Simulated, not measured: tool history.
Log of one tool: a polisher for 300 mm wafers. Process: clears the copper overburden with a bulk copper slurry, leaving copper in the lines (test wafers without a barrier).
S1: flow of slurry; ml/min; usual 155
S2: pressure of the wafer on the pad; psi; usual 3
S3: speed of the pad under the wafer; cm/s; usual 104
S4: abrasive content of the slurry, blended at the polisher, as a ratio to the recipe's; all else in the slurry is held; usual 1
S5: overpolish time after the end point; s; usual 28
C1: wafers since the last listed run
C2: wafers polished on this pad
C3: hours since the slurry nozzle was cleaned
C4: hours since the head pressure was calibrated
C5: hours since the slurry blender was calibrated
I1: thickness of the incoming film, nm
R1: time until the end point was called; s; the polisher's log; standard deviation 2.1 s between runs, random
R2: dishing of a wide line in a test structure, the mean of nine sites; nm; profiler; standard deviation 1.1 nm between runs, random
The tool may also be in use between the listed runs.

Run 1, hour 0: usual settings but S4 1.25; C1 0; C2 790; C3 261.5; C4 509; C5 113.1; I1 1209.5. Result: R1 159.2 s, R2 75 nm.
At hour 4.1: worn pad replaced by a new one.
At hour 5.9: slurry blender recalibrated.
Run 2, hour 13.8: usual settings but S4 1.25; C1 43; C2 42; C3 275.3; C4 522.8; C5 7.9; I1 1215.2. Result: R1 147.3 s, R2 76.3 nm.
Run 3, hour 20.6: usual settings but S4 1.25; C1 37; C2 79; C3 282.1; C4 529.6; C5 14.7; I1 1213.1. Result: R1 147.9 s, R2 77.9 nm.
Run 4, hour 27.5: usual settings; C1 37; C2 117; C3 289; C4 536.5; C5 21.6; I1 1217. Result: R1 156.7 s, R2 73.8 nm.
Run 5, hour 45.3: usual settings; C1 96; C2 214; C3 306.8; C4 554.3; C5 39.4; I1 1224.6. Result: R1 157.5 s, R2 74.3 nm.
Run 6, hour 51.4: usual settings; C1 33; C2 247; C3 312.9; C4 560.4; C5 45.5; I1 1202.7. Result: R1 158.9 s, R2 72.1 nm.
Run 7, hour 65.4: usual settings; C1 76; C2 323; C3 326.9; C4 574.4; C5 59.5; I1 1189.3. Result: R1 153 s, R2 73 nm.
Run 8, hour 73: usual settings but S2 2.5 psi; C1 41; C2 365; C3 334.5; C4 582; C5 67.1; I1 1191.9. Result: R1 193.9 s, R2 64.4 nm.
Run 9, hour 85.4: usual settings but S2 2.5 psi; C1 67; C2 432; C3 346.9; C4 594.4; C5 79.5; I1 1197. Result: R1 190.7 s, R2 63.4 nm.
Run 10, hour 110.4: usual settings but S2 2.5 psi; C1 136; C2 568; C3 371.9; C4 619.4; C5 104.5; I1 1203.2. Result: R1 200.5 s, R2 65.1 nm.
At hour 112.5: head pressure recalibrated.
At hour 121: slurry nozzle cleaned.
Run 11, hour 125.2: usual settings but S2 3.3 psi; C1 64; C2 633; C3 4.2; C4 12.7; C5 119.3; I1 1227. Result: R1 141.7 s, R2 77.8 nm.
Run 12, hour 131.7: usual settings but S2 3.3 psi; C1 35; C2 668; C3 10.7; C4 19.2; C5 125.8; I1 1217.4. Result: R1 141.8 s, R2 78.9 nm.
Run 13, hour 144: usual settings; C1 66; C2 735; C3 23; C4 31.5; C5 138.1; I1 1190.6. Result: R1 158.3 s, R2 72.5 nm.
At hour 152.5: slurry blender recalibrated.
At hour 157: worn pad replaced by a new one.
Run 14, hour 158.6: usual settings but S1 190 ml/min, S2 3.8 psi, S3 72 cm/s, S5 41 s; C1 46; C2 8; C3 37.6; C4 46.1; C5 6.1; I1 1232.5. Result: R1 158 s, R2 89 nm.
Run 15, hour 169: usual settings but S3 140 cm/s, S4 1.1; C1 56; C2 65; C3 48; C4 56.5; C5 16.5; I1 1217.7. Result: R1 105.4 s, R2 85.7 nm.
Run 16, hour 180.6: usual settings but S1 200 ml/min, S5 14 s; C1 63; C2 128; C3 59.6; C4 68.1; C5 28.1; I1 1212.7. Result: R1 142 s, R2 52.3 nm.
Run 17, hour 198.3: usual settings but S1 185 ml/min; C1 96; C2 225; C3 77.3; C4 85.8; C5 45.8; I1 1185.6. Result: R1 149.8 s, R2 74.6 nm.
Run 18, hour 214.8: usual settings but S1 200 ml/min, S4 0.85; C1 89; C2 314; C3 93.8; C4 102.3; C5 62.3; I1 1201.6. Result: R1 152.9 s, R2 74.2 nm.

Forecast run 19:
Run 19, hour 232.6: usual settings but S1 205 ml/min, S2 2.6 psi, S5 22 s; C1 96; C2 411; C3 111.6; C4 120.1; C5 80.1; I1 1213.2. Result: R1 ?, R2 ?.

R1: 172.5 s
R2: 61.5 nm
Take away the tool's hidden state, keep the run-to-run variation as it was, and the same run would have given R1 152.6 s, R2 65.7 nm.

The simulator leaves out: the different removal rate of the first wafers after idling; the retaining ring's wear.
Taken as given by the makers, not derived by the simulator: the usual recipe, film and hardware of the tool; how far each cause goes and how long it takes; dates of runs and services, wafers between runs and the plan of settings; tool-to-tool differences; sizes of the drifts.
